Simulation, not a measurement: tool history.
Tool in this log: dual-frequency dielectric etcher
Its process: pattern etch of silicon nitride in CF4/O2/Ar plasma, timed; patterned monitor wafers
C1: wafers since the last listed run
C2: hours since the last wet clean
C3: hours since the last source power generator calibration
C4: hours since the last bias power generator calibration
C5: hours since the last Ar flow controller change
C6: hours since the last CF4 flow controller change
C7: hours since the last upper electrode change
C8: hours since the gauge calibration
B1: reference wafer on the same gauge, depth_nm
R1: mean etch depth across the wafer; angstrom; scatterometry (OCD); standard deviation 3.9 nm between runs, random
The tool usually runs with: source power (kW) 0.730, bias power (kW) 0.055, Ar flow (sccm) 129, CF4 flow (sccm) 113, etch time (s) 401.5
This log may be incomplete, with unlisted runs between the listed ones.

run 1 day=0.000 | source_power_(kW)=0.730 bias_power_(kW)=0.055 Ar_flow_(sccm)=129 CF4_flow_(sccm)=113 etch_time_(s)=401.5 | C1=0 C2=21.7 C3=4342.9 C4=2936.2 C5=4657.3 C6=3915.1 C7=4999.9 C8=198.3 | B1=934.1 | R1=10158
run 2 day=2.408 | source_power_(kW)=0.730 bias_power_(kW)=0.055 Ar_flow_(sccm)=129 CF4_flow_(sccm)=113 etch_time_(s)=401.5 | C1=270 C2=79.5 C3=4400.7 C4=2994.0 C5=4715.1 C6=3972.9 C7=5057.7 C8=256.1 | B1=935.5 | R1=10221
run 3 day=4.046 | source_power_(kW)=0.730 bias_power_(kW)=0.055 Ar_flow_(sccm)=129 CF4_flow_(sccm)=113 etch_time_(s)=401.5 | C1=183 C2=118.8 C3=4440.0 C4=3033.3 C5=4754.4 C6=4012.2 C7=5097.0 C8=295.4 | B1=935.6 | R1=10284
run 4 day=5.429 | source_power_(kW)=0.730 bias_power_(kW)=0.055 Ar_flow_(sccm)=129 CF4_flow_(sccm)=113 etch_time_(s)=401.5 | C1=155 C2=152.0 C3=4473.2 C4=3066.5 C5=4787.6 C6=4045.4 C7=5130.2 C8=328.6 | B1=940.2 | R1=10262
run 5 day=7.062 | source_power_(kW)=0.730 bias_power_(kW)=0.055 Ar_flow_(sccm)=129 CF4_flow_(sccm)=113 etch_time_(s)=401.5 | C1=183 C2=191.2 C3=4512.4 C4=3105.7 C5=4826.8 C6=4084.6 C7=5169.4 C8=367.8 | B1=939.6 | R1=10192
-- day=14.050 source power generator calibrated
run 6 day=14.217 | source_power_(kW)=0.730 bias_power_(kW)=0.055 Ar_flow_(sccm)=129 CF4_flow_(sccm)=113 etch_time_(s)=401.5 | C1=784 C2=362.9 C3=4.0 C4=3277.4 C5=4998.5 C6=4256.3 C7=5341.1 C8=539.5 | B1=946.2 | R1=10352
-- day=15.754 Ar flow controller replaced
-- day=16.275 wet clean of the chamber
run 7 day=16.296 | source_power_(kW)=0.730 bias_power_(kW)=0.055 Ar_flow_(sccm)=129 CF4_flow_(sccm)=113 etch_time_(s)=401.5 | C1=146 C2=0.5 C3=53.9 C4=3327.3 C5=13.0 C6=4306.2 C7=5391.0 C8=589.4 | B1=949.0 | R1=10422
-- day=16.950 CF4 flow controller replaced
run 8 day=18.025 | source_power_(kW)=0.730 bias_power_(kW)=0.055 Ar_flow_(sccm)=129 CF4_flow_(sccm)=113 etch_time_(s)=401.5 | C1=166 C2=42.0 C3=95.4 C4=3368.8 C5=54.5 C6=25.8 C7=5432.5 C8=630.9 | B1=949.8 | R1=10445
-- day=19.883 bias power generator calibrated
run 9 day=20.242 | source_power_(kW)=0.680 bias_power_(kW)=0.055 Ar_flow_(sccm)=129 CF4_flow_(sccm)=113 etch_time_(s)=401.5 | C1=230 C2=95.2 C3=148.6 C4=8.6 C5=107.7 C6=79.0 C7=5485.7 C8=684.1 | B1=952.0 | R1=9685
-- day=23.883 upper electrode replaced
-- day=25.725 gauge calibrated
run 10 day=26.725 | source_power_(kW)=0.730 bias_power_(kW)=0.055 Ar_flow_(sccm)=129 CF4_flow_(sccm)=113 etch_time_(s)=401.5 | C1=615 C2=250.8 C3=304.2 C4=164.2 C5=263.3 C6=234.6 C7=68.2 C8=24.0 | B1=931.4 | R1=10199
run 11 day=28.967 | source_power_(kW)=0.730 bias_power_(kW)=0.069 Ar_flow_(sccm)=139 CF4_flow_(sccm)=128 etch_time_(s)=401.5 | C1=251 C2=304.6 C3=358.0 C4=218.0 C5=317.1 C6=288.4 C7=122.0 C8=77.8 | B1=934.7 | R1=11222
-- day=31.042 wet clean of the chamber
run 12 day=31.062 | source_power_(kW)=0.730 bias_power_(kW)=0.055 Ar_flow_(sccm)=100 CF4_flow_(sccm)=113 etch_time_(s)=434.0 | C1=123 C2=0.5 C3=408.3 C4=268.3 C5=367.4 C6=338.7 C7=172.3 C8=128.1 | B1=935.5 | R1=11265
run 13 day=33.171 | source_power_(kW)=0.730 bias_power_(kW)=0.055 Ar_flow_(sccm)=129 CF4_flow_(sccm)=129 etch_time_(s)=401.5 | C1=236 C2=51.1 C3=458.9 C4=318.9 C5=418.0 C6=389.3 C7=222.9 C8=178.7 | B1=935.8 | R1=10387
run 14 day=34.842 | source_power_(kW)=0.560 bias_power_(kW)=0.048 Ar_flow_(sccm)=129 CF4_flow_(sccm)=113 etch_time_(s)=328.0 | C1=187 C2=91.2 C3=499.0 C4=359.0 C5=458.1 C6=429.4 C7=263.0 C8=218.8 | B1=938.2 | R1=5990
run 15 day=36.967 | source_power_(kW)=0.730 bias_power_(kW)=0.055 Ar_flow_(sccm)=157 CF4_flow_(sccm)=85 etch_time_(s)=401.5 | C1=238 C2=142.2 C3=550.0 C4=410.0 C5=509.1 C6=480.4 C7=314.0 C8=269.8 | B1=940.6 | R1=9764
run 16 day=39.133 | source_power_(kW)=0.730 bias_power_(kW)=0.055 Ar_flow_(sccm)=129 CF4_flow_(sccm)=113 etch_time_(s)=401.5 | C1=243 C2=194.2 C3=602.0 C4=462.0 C5=561.1 C6=532.4 C7=366.0 C8=321.8 | B1=942.7 | R1=10264
run 17 day=40.638 | source_power_(kW)=0.650 bias_power_(kW)=0.055 Ar_flow_(sccm)=129 CF4_flow_(sccm)=113 etch_time_(s)=401.5 | C1=168 C2=230.3 C3=638.1 C4=498.1 C5=597.2 C6=568.5 C7=402.1 C8=357.9 | B1=943.8 | R1=9128
run 18 day=42.338 | source_power_(kW)=0.730 bias_power_(kW)=0.055 Ar_flow_(sccm)=129 CF4_flow_(sccm)=113 etch_time_(s)=401.5 | C1=190 C2=271.1 C3=678.9 C4=538.9 C5=638.0 C6=609.3 C7=442.9 C8=398.7 | B1=945.6 | R1=10361
run 19 day=45.150 | source_power_(kW)=0.730 bias_power_(kW)=0.055 Ar_flow_(sccm)=129 CF4_flow_(sccm)=125 etch_time_(s)=295.5 | C1=315 C2=338.6 C3=746.4 C4=606.4 C5=705.5 C6=676.8 C7=510.4 C8=466.2 | B1=948.9 | R1=7716

Selected run-to-run steps in R1, each split into two signed amounts: the part the tool would show with no hidden state at all (from settings, incoming material and random variation), and the remainder, which goes to the hidden state together with any gauge scatter not common to the measured and the hidden-state-free results:
The hidden state here: etch rate over this chamber's usual, %; source power that arrives over what is set, %; bias power that arrives over what is set, %; Ar flow that arrives over what is set, %; CF4 flow that arrives over what is set, %; gauge reads high (%).
Run 9 -> 10: source power (kW) 0.680 -> 0.730, upper electrode replaced, gauge calibrated. R1 +514 angstrom: hidden state -207, all else +721.
Run 13 -> 14: source power (kW) 0.730 -> 0.560, bias power (kW) 0.055 -> 0.048, CF4 flow (sccm) 129 -> 113, etch time (s) 401.5 -> 328.0. R1 -4397 angstrom: hidden state -25, all else -4372.
